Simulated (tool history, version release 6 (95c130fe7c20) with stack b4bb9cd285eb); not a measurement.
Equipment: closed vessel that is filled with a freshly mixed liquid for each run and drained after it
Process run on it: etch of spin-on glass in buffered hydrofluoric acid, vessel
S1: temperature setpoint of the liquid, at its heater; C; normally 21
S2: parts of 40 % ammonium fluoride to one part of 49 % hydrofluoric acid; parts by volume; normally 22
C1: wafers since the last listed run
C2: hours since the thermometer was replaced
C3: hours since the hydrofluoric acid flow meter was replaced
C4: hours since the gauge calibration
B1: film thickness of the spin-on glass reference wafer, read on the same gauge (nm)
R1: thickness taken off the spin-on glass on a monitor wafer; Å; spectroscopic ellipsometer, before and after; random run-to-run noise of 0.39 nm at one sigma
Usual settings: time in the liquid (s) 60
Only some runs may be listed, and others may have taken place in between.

run 1 hour=0 | S1=21 S2=27.5 time_in_the_liquid_(s)=60 | C1=0 C2=871.9 C3=1404.5 C4=218 | B1=40.01 | R1=904
run 2 hour=35.1 | S1=21 S2=27.5 time_in_the_liquid_(s)=60 | C1=3209 C2=907 C3=1439.6 C4=253.1 | B1=40 | R1=901.8
run 3 hour=63 | S1=21 S2=28 time_in_the_liquid_(s)=60 | C1=2550 C2=934.9 C3=1467.5 C4=281 | B1=40.01 | R1=886.7
run 4 hour=84.2 | S1=21 S2=28 time_in_the_liquid_(s)=60 | C1=1938 C2=956.1 C3=1488.7 C4=302.2 | B1=39.99 | R1=886.6
run 5 hour=109.2 | S1=21 S2=28 time_in_the_liquid_(s)=60 | C1=2285 C2=981.1 C3=1513.7 C4=327.2 | B1=39.95 | R1=889.1
run 6 hour=128.3 | S1=21 S2=22 time_in_the_liquid_(s)=60 | C1=1746 C2=1000.2 C3=1532.8 C4=346.3 | B1=40 | R1=1046.8
run 7 hour=149.8 | S1=21 S2=27 time_in_the_liquid_(s)=60 | C1=1965 C2=1021.7 C3=1554.3 C4=367.8 | B1=39.99 | R1=908.2
-- hour=169.5 hydrofluoric acid flow meter replaced
run 8 hour=177.6 | S1=25 S2=22 time_in_the_liquid_(s)=60 | C1=2450 C2=1049.5 C3=8.1 C4=395.6 | B1=40 | R1=1300.9
-- hour=192.5 gauge calibrated
run 9 hour=193.6 | S1=25 S2=22 time_in_the_liquid_(s)=60 | C1=1462 C2=1065.5 C3=24.1 C4=1.1 | B1=39.98 | R1=1296.7
run 10 hour=227.1 | S1=21 S2=17.5 time_in_the_liquid_(s)=75 | C1=3062 C2=1099 C3=57.6 C4=34.6 | B1=39.99 | R1=1579.5
-- hour=237.3 thermometer replaced
run 11 hour=245 | S1=17.5 S2=22 time_in_the_liquid_(s)=60 | C1=1545 C2=7.7 C3=75.5 C4=52.5 | B1=39.98 | R1=921.7
run 12 hour=262.6 | S1=21 S2=25.5 time_in_the_liquid_(s)=70 | C1=1609 C2=25.3 C3=93.1 C4=70.1 | B1=39.99 | R1=1189.8
run 13 hour=298.4 | S1=21 S2=27 time_in_the_liquid_(s)=50 | C1=3273 C2=61.1 C3=128.9 C4=105.9 | B1=39.98 | R1=814
run 14 hour=314.7 | S1=21 S2=28.5 time_in_the_liquid_(s)=60 | C1=1490 C2=77.4 C3=145.2 C4=122.2 | B1=40.01 | R1=936.5
run 15 hour=328.1 | S1=21 S2=22 time_in_the_liquid_(s)=60 | C1=1225 C2=90.8 C3=158.6 C4=135.6 | B1=40.02 | R1=1121.4
run 16 hour=355.5 | S1=18 S2=22 time_in_the_liquid_(s)=60 | C1=2505 C2=118.2 C3=186 C4=163 | B1=39.99 | R1=938
run 17 hour=391.2 | S1=25 S2=27.5 time_in_the_liquid_(s)=60 | C1=3263 C2=153.9 C3=221.7 C4=198.7 | B1=40.03 | R1=1191.8
run 18 hour=410.5 | S1=21 S2=22 time_in_the_liquid_(s)=30 | C1=1764 C2=173.2 C3=241 C4=218 | B1=40.01 | R1=554.6
run 19 hour=438 | S1=21 S2=22 time_in_the_liquid_(s)=60 | C1=2514 C2=200.7 C3=268.5 C4=245.5 | B1=40.01 | R1=1110.3
run 20 hour=466.4 | S1=21 S2=25.5 time_in_the_liquid_(s)=70 | C1=2596 C2=229.1 C3=296.9 C4=273.9 | B1=39.99 | R1=1171.9
run 21 hour=491.9 | S1=21 S2=14 time_in_the_liquid_(s)=90 | C1=2331 C2=254.6 C3=322.4 C4=299.4 | B1=40.01 | R1=2515.6

Each row is a separate what-if for the run after 21, all from the same tool condition, not one after another. Results?
run A hour=492.6 | S1=21 S2=22 time_in_the_liquid_(s)=60 | C1=63 C2=255.3 C3=323.1 C4=300.1 | B1=? | R1=?
run B hour=492.6 | S1=17 S2=22 time_in_the_liquid_(s)=85 | C1=63 C2=255.3 C3=323.1 C4=300.1 | B1=? | R1=?
run C hour=492.6 | S1=21 S2=22 time_in_the_liquid_(s)=40 | C1=63 C2=255.3 C3=323.1 C4=300.1 | B1=? | R1=?

run=A B1=40.03 R1=1097.1
run=B B1=40.03 R1=1238.4
run=C B1=40.03 R1=731.4
Without the tool's unlogged condition, the same runs would have read:
run=A R1=1133.3
run=B R1=1280.4
run=C R1=755.5
